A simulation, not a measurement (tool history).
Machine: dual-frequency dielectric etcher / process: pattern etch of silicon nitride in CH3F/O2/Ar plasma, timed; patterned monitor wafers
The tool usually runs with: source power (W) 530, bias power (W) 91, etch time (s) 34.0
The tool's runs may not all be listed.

run,hour,source power (W),bias power (W),etch time (s),"read-back reference wafer on the same gauge, depth_nm",mean etch depth across the wafer (nm)
1,0.0,590,91,30.0,23.69,24.05
2,136.6,530,91,34.0,23.68,26.55
3,203.0,530,91,34.0,23.69,26.44
4,233.5,530,91,34.0,23.71,26.92
5,266.4,580,91,34.0,23.68,27.72
# hour 315.8: wet clean of the chamber
6,329.1,530,91,34.0,23.76,25.77
7,371.8,530,91,34.0,23.73,26.06
8,425.5,530,105,34.0,23.71,27.95
9,497.0,530,105,34.0,23.73,28.28
10,587.3,530,105,34.0,23.71,27.85
11,620.3,530,99,34.0,23.77,27.18
# hour 655.0: gauge calibrated
12,655.9,530,99,34.0,23.79,27.66
13,706.5,530,91,34.0,23.66,26.40
14,798.8,400,106,30.0,23.74,23.27
# hour 810.1: bias power generator calibrated
# hour 857.8: wet clean of the chamber
15,991.7,480,91,34.0,23.67,25.02
16,1023.5,580,79,37.5,23.72,27.48
17,1085.5,530,91,34.0,23.73,26.26
18,1135.7,530,99,34.0,23.75,27.31
# hour 1175.6: upper electrode replaced
19,1206.3,440,105,30.5,23.66,23.89
# hour 1225.3: source power generator calibrated
20,1277.4,530,91,34.0,23.67,26.33
21,1323.3,410,100,29.5,23.69,22.32
# hour 1350.5: wet clean of the chamber
22,1519.9,530,83,30.0,23.73,22.28
23,1568.4,530,91,34.0,23.74,26.47
24,1676.1,580,91,40.5,23.71,32.41
25,1734.6,590,77,39.0,23.73,28.75
# hour 1859.0: wet clean of the chamber
26,1859.5,440,72,24.0,23.65,15.40

Forecast each of these 4 alternatives for the next run:
A,1859.9,530,91,34.0,?,?
B,1859.9,480,108,25.0,?,?
C,1859.9,570,75,43.0,?,?
D,1859.9,600,108,25.5,?,?

run,"read-back reference wafer on the same gauge, depth_nm",mean etch depth across the wafer (nm)
A,23.67,26.03
B,23.67,20.20
C,23.67,30.60
D,23.67,22.05
Without the tool's unlogged condition, the same runs would have read:
run,mean etch depth across the wafer (nm)
A,25.95
B,20.14
C,30.50
D,21.98

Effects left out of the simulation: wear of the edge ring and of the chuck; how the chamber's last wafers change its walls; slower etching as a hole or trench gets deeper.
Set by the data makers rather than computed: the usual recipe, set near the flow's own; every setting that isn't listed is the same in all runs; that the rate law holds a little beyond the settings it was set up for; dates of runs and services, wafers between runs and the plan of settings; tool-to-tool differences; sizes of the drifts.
